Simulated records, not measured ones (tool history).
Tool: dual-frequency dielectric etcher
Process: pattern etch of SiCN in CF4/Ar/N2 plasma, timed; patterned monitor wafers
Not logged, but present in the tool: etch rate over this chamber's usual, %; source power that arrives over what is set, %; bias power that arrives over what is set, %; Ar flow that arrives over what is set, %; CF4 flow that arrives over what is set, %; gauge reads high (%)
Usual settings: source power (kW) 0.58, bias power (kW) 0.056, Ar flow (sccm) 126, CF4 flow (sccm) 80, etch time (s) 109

run,day,source power (kW),bias power (kW),Ar flow (sccm),CF4 flow (sccm),etch time (s),wafers since the last listed run,hours since the last wet clean,hours since the last source power generator calibration,hours since the last bias power generator calibration,hours since the last Ar flow controller change,hours since the last CF4 flow controller change,hours since the last upper electrode change,hours since the gauge calibration,"read-back reference wafer on the same gauge, depth_nm",mean etch depth across the wafer (angstrom)
1,0,0.53,0.056,126,69,109,0,48,1794.5,2984.7,397.3,1075.1,254.8,34.9,128.8,1022
2,2.3,0.58,0.056,134,80,95.5,322,103.2,1849.7,3039.9,452.5,1130.3,310,90.1,128.9,1001
3,4.212,0.63,0.065,135,63,109,267,149.1,1895.6,3085.8,498.4,1176.2,355.9,136,129,1227
# day 5.196: source power generator calibrated
4,6.746,0.58,0.056,116,80,109,331,209.9,37.2,3146.6,559.2,1237,416.7,196.8,129.1,1152
5,9.358,0.58,0.056,104,80,109,365,272.6,99.9,3209.3,621.9,1299.7,479.4,259.5,129,1158
# day 9.925: bias power generator calibrated
6,11.108,0.58,0.056,134,80,95.5,221,314.6,141.9,28.4,663.9,1341.7,521.4,301.5,129,990
7,12.796,0.58,0.056,95,91,119,236,355.1,182.4,68.9,704.4,1382.2,561.9,342,129.1,1292
8,15.058,0.58,0.048,105,80,109,316,409.4,236.7,123.2,758.7,1436.5,616.2,396.3,129.2,1124
9,16.15,0.53,0.056,126,80,78.5,152,435.6,262.9,149.4,784.9,1462.7,642.4,422.5,129.1,736
# day 18.008: wet clean of the chamber
# day 18.117: CF4 flow controller replaced
10,18.138,0.58,0.056,126,80,109,123,3.1,310.6,197.1,832.6,0.5,690.1,470.2,129.1,1140
11,19.183,0.58,0.056,126,80,129.5,146,28.2,335.7,222.2,857.7,25.6,715.2,495.3,129.2,1348
12,21.325,0.58,0.056,126,90,109,299,79.6,387.1,273.6,909.1,77,766.6,546.7,129.3,1157
13,23.279,0.58,0.056,126,80,109,273,126.5,434,320.5,956,123.9,813.5,593.6,129,1143
14,25.954,0.58,0.056,126,80,109,374,190.7,498.2,384.7,1020.2,188.1,877.7,657.8,129.1,1130
15,27.525,0.58,0.046,99,80,86,220,228.4,535.9,422.4,1057.9,225.8,915.4,695.5,129,884
16,28.7,0.58,0.056,126,80,87,164,256.6,564.1,450.6,1086.1,254,943.6,723.7,129.1,898
17,31.004,0.58,0.056,126,80,109,322,311.9,619.4,505.9,1141.4,309.3,998.9,779,129.1,1123
18,33.021,0.7,0.056,137,80,109,282,360.3,667.8,554.3,1189.8,357.7,1047.3,827.4,129,1352
19,35.592,0.58,0.056,126,80,109,360,422,729.5,616,1251.5,419.4,1109,889.1,129,1122
# day 37.167: wet clean of the chamber
20,37.4,0.46,0.067,137,98,109,113,5.6,772.9,659.4,1294.9,462.8,1152.4,932.5,129.2,928
21,39.779,0.71,0.065,126,89,127,333,62.7,830,716.5,1352,519.9,1209.5,989.6,129.2,1714

Hidden state, per run?
source power that arrives over what is set, %: 0 across all the runs
bias power that arrives over what is set, %: 0 across all the runs
Ar flow that arrives over what is set, %: 0 across all the runs
CF4 flow that arrives over what is set, %: 0 across all the runs
gauge reads high (%): 0 across all the runs
H1: etch rate over this chamber's usual, %
run,H1
1,0.0291
2,-0.231
3,-0.448
4,-0.734
5,-1.03
6,-1.23
7,-1.42
8,-1.67
9,-1.8
10,-0.455
11,-0.574
12,-0.816
13,-1.04
14,-1.34
15,-1.52
16,-1.65
17,-1.91
18,-2.14
19,-2.43
20,-0.459
21,-0.729
